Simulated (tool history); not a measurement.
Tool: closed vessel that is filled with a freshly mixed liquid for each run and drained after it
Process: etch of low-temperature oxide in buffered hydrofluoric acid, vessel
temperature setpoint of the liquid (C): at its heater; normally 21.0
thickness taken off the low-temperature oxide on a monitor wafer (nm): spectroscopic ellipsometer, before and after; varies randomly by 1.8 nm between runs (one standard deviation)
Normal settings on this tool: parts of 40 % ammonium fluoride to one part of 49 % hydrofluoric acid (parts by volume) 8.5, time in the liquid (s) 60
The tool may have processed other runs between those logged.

run     day  temperature setpoint of the liquid (C)  parts of 40 % ammonium fluoride to one part of 49 % hydrofluoric acid (parts by volume)  time in the liquid (s)  wafers since the last listed run  hours since the thermometer was replaced  hours since the hydrofluoric acid flow meter was replaced  hours since the gauge calibration  read-back film thickness of the low-temperature oxide reference wafer, read on the same gauge (nm)  thickness taken off the low-temperature oxide on a monitor wafer (nm)
  1   0.000                                    21.0                                                                                      8.5                      60                                 0                                    1407.8                                                       82.7                              827.3                                                                                              120.01                                                                 220.24
  2  10.604                                    18.0                                                                                     10.0                      60                             31315                                    1662.3                                                      337.2                             1081.8                                                                                              120.00                                                                 164.09
  3  14.275                                    18.0                                                                                     10.0                      60                             10840                                    1750.4                                                      425.3                             1169.9                                                                                              120.05                                                                 162.05
  4  18.629                                    18.0                                                                                     10.0                      60                             12858                                    1854.9                                                      529.8                             1274.4                                                                                              120.00                                                                 162.87
  5  21.612                                    21.0                                                                                      9.5                      60                              8810                                    1926.5                                                      601.4                             1346.0                                                                                              120.04                                                                 196.67
     22.479  -- hydrofluoric acid flow meter replaced
  6  23.275                                    21.0                                                                                      9.5                      60                              4786                                    1966.4                                                       19.1                             1385.9                                                                                              120.02                                                                 198.04
  7  26.246                                    21.0                                                                                      9.5                      60                              8773                                    2037.7                                                       90.4                             1457.2                                                                                              119.99                                                                 197.78
     33.033  -- gauge calibrated
  8  39.475                                    21.0                                                                                      8.5                      60                             39067                                    2355.2                                                      407.9                              154.6                                                                                              120.00                                                                 220.77
  9  43.329                                    21.0                                                                                      8.5                      60                             11381                                    2447.7                                                      500.4                              247.1                                                                                              120.03                                                                 217.57
 10  46.954                                    21.0                                                                                      8.5                      60                             10705                                    2534.7                                                      587.4                              334.1                                                                                              119.94                                                                 220.66
     50.396  -- hydrofluoric acid flow meter replaced
 11  50.417                                    17.5                                                                                      6.0                      50                             10102                                    2617.8                                                        0.5                              417.2                                                                                              119.95                                                                 211.55
 12  53.817                                    22.5                                                                                      6.5                      60                             10040                                    2699.4                                                       82.1                              498.8                                                                                              119.97                                                                 314.65
     55.329  -- thermometer replaced
 13  56.138                                    21.0                                                                                      8.5                      60                              6730                                      19.4                                                      137.8                              554.5                                                                                              120.00                                                                 221.69
 14  58.550                                    25.0                                                                                      9.5                      80                              7124                                      77.3                                                      195.7                              612.4                                                                                              119.98                                                                 332.94

Run 15 is up next; what results do you expect?
 15  67.375                                    21.0                                                                                     11.0                      30                             26061                                     289.1                                                      407.5                              824.2                                                                                                   ?                                                                      ?

Run 15 came out at read-back film thickness of the low-temperature oxide reference wafer, read on the same gauge (nm) 119.94, thickness taken off the low-temperature oxide on a monitor wafer (nm) 87.84.
If the tool had no hidden condition, the same run with the same run-to-run variation would have returned thickness taken off the low-temperature oxide on a monitor wafer (nm) 87.84.
